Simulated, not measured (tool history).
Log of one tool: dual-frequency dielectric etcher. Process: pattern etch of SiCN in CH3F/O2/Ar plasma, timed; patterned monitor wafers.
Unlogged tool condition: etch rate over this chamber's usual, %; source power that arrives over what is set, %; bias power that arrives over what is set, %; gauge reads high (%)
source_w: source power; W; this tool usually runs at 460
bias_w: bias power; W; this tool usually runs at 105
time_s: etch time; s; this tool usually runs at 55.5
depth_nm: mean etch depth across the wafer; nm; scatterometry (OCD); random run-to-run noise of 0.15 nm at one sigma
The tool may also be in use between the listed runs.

run	hour	source_w	bias_w	time_s	wafers since the last listed run	hours since the last wet clean	hours since the last source power generator calibration	hours since the last bias power generator calibration	hours since the last upper electrode change	hours since the gauge calibration	read-back reference wafer on the same gauge, depth_nm	depth_nm
1	0.0	460	105	55.5	0	353.0	3479.3	4838.7	3331.2	208.2	26.67	24.60
2	12.4	460	105	55.5	96	365.4	3491.7	4851.1	3343.6	220.6	26.70	24.65
3	36.5	460	105	55.5	187	389.5	3515.8	4875.2	3367.7	244.7	26.69	24.60
4	71.4	460	105	55.5	271	424.4	3550.7	4910.1	3402.6	279.6	26.72	24.53
# hour 101.4: wet clean of the chamber
5	101.9	410	105	67.5	50	0.5	3581.2	4940.6	3433.1	310.1	26.71	28.61
# hour 144.2: upper electrode replaced
6	144.7	410	105	67.5	146	43.3	3624.0	4983.4	0.5	352.9	26.69	28.81
7	145.0	410	105	67.5	2	43.6	3624.3	4983.7	0.8	353.2	26.68	28.81
# hour 159.0: source power generator calibrated
# hour 160.1: gauge calibrated
8	164.4	540	105	55.5	120	63.0	5.4	5003.1	20.2	4.3	26.68	25.98
9	197.6	460	105	55.5	258	96.2	38.6	5036.3	53.4	37.5	26.71	24.43
# hour 215.8: bias power generator calibrated
10	216.3	460	127	69.0	114	114.9	57.3	0.5	72.1	56.2	26.73	33.69
11	229.5	370	97	71.0	102	128.1	70.5	13.7	85.3	69.4	26.71	28.10
12	251.5	570	83	67.5	171	150.1	92.5	35.7	107.3	91.4	26.71	28.06
13	275.0	530	126	61.5	183	173.6	116.0	59.2	130.8	114.9	26.71	31.68
14	288.9	460	105	68.0	108	187.5	129.9	73.1	144.7	128.8	26.71	30.11

Predict each of these 5 candidate next runs independently; none follows another, all start after run 14:
A	289.3	460	105	46.0	3	187.9	130.3	73.5	145.1	129.2	?	?
B	289.3	560	91	62.5	3	187.9	130.3	73.5	145.1	129.2	?	?
C	289.3	360	120	55.5	3	187.9	130.3	73.5	145.1	129.2	?	?
D	289.3	550	85	70.0	3	187.9	130.3	73.5	145.1	129.2	?	?
E	289.3	510	105	39.0	3	187.9	130.3	73.5	145.1	129.2	?	?

run	read-back reference wafer on the same gauge, depth_nm	depth_nm
A	26.66	20.43
B	26.66	27.39
C	26.66	24.53
D	26.66	29.36
E	26.66	17.91
What these runs would have given with no unlogged condition in the tool:
run	depth_nm
A	20.43
B	27.39
C	24.53
D	29.36
E	17.91
